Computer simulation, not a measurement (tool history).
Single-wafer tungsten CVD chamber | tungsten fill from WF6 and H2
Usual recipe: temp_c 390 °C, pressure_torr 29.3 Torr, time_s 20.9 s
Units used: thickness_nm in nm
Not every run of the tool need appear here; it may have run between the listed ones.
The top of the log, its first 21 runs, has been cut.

run,hour,temp_c,pressure_torr,time_s,"read-back reference wafer on the same gauge, thickness_nm",thickness_nm
22,271.5,390,29.3,20.9,57.144,44.833
23,280.2,380,25.3,22.4,57.417,36.004
# hour 288.8: capacitance manometer re-zeroed and calibrated
24,289.3,376,25.1,24.0,57.251,35.142
25,295.3,380,29.3,20.9,57.200,35.335
26,307.1,390,29.3,20.9,57.297,44.736
# hour 328.1: thermocouple changed; heater temperature recalibrated, repeated, since the last time left the tool worse
27,328.6,383,35.3,18.8,57.320,43.272
28,338.1,380,29.3,24.1,57.229,48.580
29,347.4,402,33.5,18.5,57.387,63.455
30,361.5,399,35.6,18.6,57.368,61.859
31,369.1,395,22.7,16.9,57.150,43.397
32,381.5,380,23.9,24.9,57.383,46.286

Run 33 is up next; what results do you expect?
33,393.2,390,29.3,20.9,?,?

Run 33 yielded read-back reference wafer on the same gauge, thickness_nm 57.306, thickness_nm 52.867 nm.
The same run, on a tool lacking any hidden state, would have yielded thickness_nm 53.246 nm.
